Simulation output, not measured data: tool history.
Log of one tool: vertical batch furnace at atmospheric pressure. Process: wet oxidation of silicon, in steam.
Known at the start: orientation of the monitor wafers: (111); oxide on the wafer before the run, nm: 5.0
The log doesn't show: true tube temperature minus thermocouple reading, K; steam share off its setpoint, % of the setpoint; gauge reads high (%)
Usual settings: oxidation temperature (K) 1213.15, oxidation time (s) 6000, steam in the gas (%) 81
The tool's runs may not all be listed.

| run | hour | oxidation temperature (K) | oxidation time (s) | steam in the gas (%) | wafers since the last listed run | hours since the last temperature calibration | hours since the steam generator was serviced | hours since the gauge calibration | read-back reference wafer on the same gauge, thickness | oxide thickness on the monitor wafer (Å) |
|---|---|---|---|---|---|---|---|---|---|---|
| 1 | 0.0 | 1213.15 | 6000 | 81 | 0 | 2975.7 | 1573.7 | 275.3 | 409.29 | 4226.9 |
| 2 | 30.8 | 1213.15 | 6000 | 81 | 411 | 3006.5 | 1604.5 | 306.1 | 408.92 | 4229.7 |
| 3 | 86.7 | 1213.15 | 6000 | 81 | 746 | 3062.4 | 1660.4 | 362.0 | 408.72 | 4225.7 |
| 4 | 117.4 | 1213.15 | 6000 | 81 | 409 | 3093.1 | 1691.1 | 392.7 | 408.60 | 4236.3 |
| 5 | 182.0 | 1213.15 | 6000 | 81 | 862 | 3157.7 | 1755.7 | 457.3 | 409.39 | 4221.9 |
| 6 | 213.2 | 1213.15 | 6000 | 81 | 416 | 3188.9 | 1786.9 | 488.5 | 408.92 | 4252.6 |
| 7 | 250.6 | 1202.15 | 5370 | 81 | 499 | 3226.3 | 1824.3 | 525.9 | 408.76 | 3605.0 |
| 8 | 284.6 | 1213.15 | 6000 | 81 | 453 | 3260.3 | 1858.3 | 559.9 | 408.65 | 4247.8 |
| 9 | 349.7 | 1213.15 | 6000 | 81 | 869 | 3325.4 | 1923.4 | 625.0 | 409.50 | 4248.1 |
|  | 394.1 | gauge calibrated |
| 10 | 404.4 | 1197.15 | 8490 | 85 | 730 | 3380.1 | 1978.1 | 10.3 | 409.01 | 4947.1 |
|  | 583.0 | thermocouples replaced and temperature profile calibrated |
| 11 | 610.5 | 1213.15 | 6000 | 77 | 2431 | 27.5 | 2184.2 | 216.4 | 408.91 | 3938.5 |
|  | 666.8 | steam generator serviced |
| 12 | 667.3 | 1197.15 | 8490 | 85 | 437 | 84.3 | 0.5 | 273.2 | 409.14 | 4778.6 |
| 13 | 695.3 | 1213.15 | 6750 | 70 | 373 | 112.3 | 28.5 | 301.2 | 408.90 | 4023.7 |
| 14 | 731.0 | 1194.15 | 8760 | 78 | 476 | 148.0 | 64.2 | 336.9 | 409.00 | 4520.7 |
| 15 | 774.9 | 1188.15 | 3120 | 75 | 586 | 191.9 | 108.1 | 380.8 | 408.58 | 1959.7 |
| 16 | 820.6 | 1213.15 | 6000 | 81 | 610 | 237.6 | 153.8 | 426.5 | 408.81 | 4121.6 |
| 17 | 876.8 | 1201.15 | 5250 | 81 | 750 | 293.8 | 210.0 | 482.7 | 409.04 | 3429.6 |
| 18 | 940.6 | 1213.15 | 4590 | 81 | 851 | 357.6 | 273.8 | 546.5 | 408.82 | 3416.3 |
| 19 | 1008.5 | 1213.15 | 3210 | 81 | 906 | 425.5 | 341.7 | 614.4 | 408.93 | 2656.8 |

Some steps in oxide thickness on the monitor wafer (Å) between neighbouring runs. How much of each would the tool show without its hidden state too (settings, what came in, random variation), and how much is left for the hidden state, with any gauge scatter that isn't in both results?
Run 10 -> 11: oxidation temperature (K) 1197.15 -> 1213.15, oxidation time (s) 8490 -> 6000, steam in the gas (%) 85 -> 77, thermocouples replaced and temperature profile calibrated. oxide thickness on the monitor wafer (Å) -1008.6: hidden state -181.9, all else -826.7.
Run 14 -> 15: oxidation temperature (K) 1194.15 -> 1188.15, oxidation time (s) 8760 -> 3120, steam in the gas (%) 78 -> 75. oxide thickness on the monitor wafer (Å) -2561.0: hidden state -13.7, all else -2547.3.
